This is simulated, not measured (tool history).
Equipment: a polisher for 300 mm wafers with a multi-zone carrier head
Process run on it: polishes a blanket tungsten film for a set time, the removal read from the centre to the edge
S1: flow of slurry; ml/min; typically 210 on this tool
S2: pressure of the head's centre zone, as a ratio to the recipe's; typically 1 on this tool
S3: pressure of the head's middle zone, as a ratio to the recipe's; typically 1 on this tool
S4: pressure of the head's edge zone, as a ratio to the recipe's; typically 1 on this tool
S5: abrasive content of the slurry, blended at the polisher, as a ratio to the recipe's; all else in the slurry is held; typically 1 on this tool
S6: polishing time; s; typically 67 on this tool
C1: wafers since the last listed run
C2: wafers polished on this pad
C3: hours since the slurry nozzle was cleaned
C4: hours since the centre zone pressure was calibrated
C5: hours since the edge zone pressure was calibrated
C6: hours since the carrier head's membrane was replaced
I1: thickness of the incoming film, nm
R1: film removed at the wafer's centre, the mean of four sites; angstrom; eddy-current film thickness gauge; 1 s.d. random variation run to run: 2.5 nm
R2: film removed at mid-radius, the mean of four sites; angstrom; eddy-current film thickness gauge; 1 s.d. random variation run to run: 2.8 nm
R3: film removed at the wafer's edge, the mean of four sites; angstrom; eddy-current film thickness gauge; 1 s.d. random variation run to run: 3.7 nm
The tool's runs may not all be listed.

Run 1, day 0: usual settings; C1 0; C2 571; C3 787.9; C4 918.5; C5 6.9; C6 24.5; I1 1454. Result: R1 3171 angstrom, R2 2932 angstrom, R3 2825 angstrom.
Run 2, day 0.288: usual settings; C1 71; C2 643; C3 794.8; C4 925.4; C5 13.8; C6 31.4; I1 1446.8. Result: R1 3161 angstrom, R2 2957 angstrom, R3 2832 angstrom.
At day 0.654: slurry nozzle cleaned.
Run 3, day 0.779: usual settings but S5 1.2; C1 112; C2 755; C3 3; C4 937.2; C5 25.6; C6 43.2; I1 1447.3. Result: R1 3245 angstrom, R2 3039 angstrom, R3 2934 angstrom.
At day 1.333: worn pad replaced by a new one.
Run 4, day 1.354: usual settings; C1 101; C2 5; C3 16.8; C4 951; C5 39.4; C6 57; I1 1407.9. Result: R1 3203 angstrom, R2 2954 angstrom, R3 2767 angstrom.
Run 5, day 1.692: usual settings; C1 84; C2 89; C3 24.9; C4 959.1; C5 47.5; C6 65.1; I1 1446.6. Result: R1 3179 angstrom, R2 2963 angstrom, R3 2859 angstrom.
At day 2.046: centre zone pressure recalibrated.
Run 6, day 2.171: usual settings but S1 145 ml/min, S2 0.94; C1 98; C2 188; C3 36.4; C4 3; C5 59; C6 76.6; I1 1401.6. Result: R1 2612 angstrom, R2 2849 angstrom, R3 2688 angstrom.
Run 7, day 2.467: usual settings; C1 73; C2 261; C3 43.5; C4 10.1; C5 66.1; C6 83.7; I1 1424.2. Result: R1 2951 angstrom, R2 2902 angstrom, R3 2749 angstrom.
Run 8, day 3.017: usual settings; C1 136; C2 398; C3 56.7; C4 23.3; C5 79.3; C6 96.9; I1 1402.9. Result: R1 2910 angstrom, R2 2909 angstrom, R3 2852 angstrom.
Run 9, day 3.492: usual settings but S1 145 ml/min, S3 0.92, S4 0.93, S5 0.85; C1 118; C2 517; C3 68.1; C4 34.7; C5 90.7; C6 108.3; I1 1447.1. Result: R1 2705 angstrom, R2 2621 angstrom, R3 2567 angstrom.
Run 10, day 3.992: usual settings but S1 180 ml/min; C1 124; C2 641; C3 80.1; C4 46.7; C5 102.7; C6 120.3; I1 1429.7. Result: R1 2828 angstrom, R2 2919 angstrom, R3 2804 angstrom.
Run 11, day 4.583: usual settings but S3 1.09; C1 147; C2 788; C3 94.3; C4 60.9; C5 116.9; C6 134.5; I1 1401.4. Result: R1 2986 angstrom, R2 3103 angstrom, R3 2772 angstrom.
Run 12, day 5.325: usual settings but S1 280 ml/min, S2 1.1, S4 1.08; C1 184; C2 973; C3 112.1; C4 78.7; C5 134.7; C6 152.3; I1 1459.1. Result: R1 3335 angstrom, R2 3003 angstrom, R3 3030 angstrom.
At day 5.7: worn pad replaced by a new one.
Run 13, day 5.721: usual settings but S1 250 ml/min, S4 1.03; C1 57; C2 5; C3 121.6; C4 88.2; C5 144.2; C6 161.8; I1 1423.7. Result: R1 3022 angstrom, R2 3041 angstrom, R3 2898 angstrom.
Run 14, day 6.292: usual settings but S1 160 ml/min, S5 0.8, S6 46 s; C1 142; C2 147; C3 135.3; C4 101.9; C5 157.9; C6 175.5; I1 1432. Result: R1 1883 angstrom, R2 1893 angstrom, R3 1847 angstrom.
Run 15, day 6.579: usual settings but S3 1.09, S4 0.95; C1 71; C2 218; C3 142.2; C4 108.8; C5 164.8; C6 182.4; I1 1429.3. Result: R1 2976 angstrom, R2 3138 angstrom, R3 2699 angstrom.
Run 16, day 6.904: usual settings but S3 0.89, S5 1.25; C1 80; C2 299; C3 150; C4 116.6; C5 172.6; C6 190.2; I1 1418.8. Result: R1 3056 angstrom, R2 2787 angstrom, R3 2973 angstrom.
Run 17, day 7.354: usual settings but S2 0.94, S4 0.95, S5 0.75; C1 112; C2 411; C3 160.8; C4 127.4; C5 183.4; C6 201; I1 1423.4. Result: R1 2682 angstrom, R2 2832 angstrom, R3 2591 angstrom.
Run 18, day 8.104: usual settings but S5 1.1; C1 186; C2 598; C3 178.8; C4 145.4; C5 201.4; C6 219; I1 1439.6. Result: R1 3033 angstrom, R2 3030 angstrom, R3 2879 angstrom.
Run 19, day 8.738: usual settings but S1 265 ml/min, S2 0.9, S5 0.85, S6 57 s; C1 157; C2 756; C3 194; C4 160.6; C5 216.6; C6 234.2; I1 1430. Result: R1 2281 angstrom, R2 2513 angstrom, R3 2389 angstrom.
Run 20, day 9.271: usual settings but S1 185 ml/min, S4 1.05, S6 84 s; C1 132; C2 888; C3 206.8; C4 173.4; C5 229.4; C6 247; I1 1406.1. Result: R1 3688 angstrom, R2 3610 angstrom, R3 3572 angstrom.
Run 21, day 9.85: usual settings but S2 1.1; C1 144; C2 1033; C3 220.7; C4 187.3; C5 243.3; C6 260.9; I1 1455.7. Result: R1 3255 angstrom, R2 2951 angstrom, R3 2842 angstrom.
At day 10.888: worn pad replaced by a new one.
Run 22, day 11.608: usual settings; C1 396; C2 179; C3 262.9; C4 229.5; C5 285.5; C6 303.1; I1 1428. Result: R1 2924 angstrom, R2 2951 angstrom, R3 2886 angstrom.
Run 23, day 11.933: usual settings but S1 140 ml/min, S2 0.97, S3 0.91, S4 1.04; C1 80; C2 260; C3 270.7; C4 237.3; C5 293.3; C6 310.9; I1 1437.1. Result: R1 2702 angstrom, R2 2634 angstrom, R3 2705 angstrom.

Predict each of these 3 candidate next runs independently; none follows another, all start after run 23:
Run A, day 11.954: usual settings; C1 5; C2 265; C3 271.2; C4 237.8; C5 293.8; C6 311.4; I1 1436.1. Result: R1 ?, R2 ?, R3 ?.
Run B, day 11.954: usual settings but S1 180 ml/min, S3 0.9, S5 1.15; C1 5; C2 265; C3 271.2; C4 237.8; C5 293.8; C6 311.4; I1 1436.1. Result: R1 ?, R2 ?, R3 ?.
Run C, day 11.954: usual settings but S2 0.93, S3 0.91, S4 1.03, S6 86 s; C1 5; C2 265; C3 271.2; C4 237.8; C5 293.8; C6 311.4; I1 1436.1. Result: R1 ?, R2 ?, R3 ?.

run    R1    R2    R3
  A  2941  2915  2819
  B  2936  2703  2841
  C  3508  3494  3669
What these runs would have given with no unlogged condition in the tool:
run    R1    R2    R3
  A  2886  2916  2819
  B  2881  2703  2841
  C  3442  3494  3669
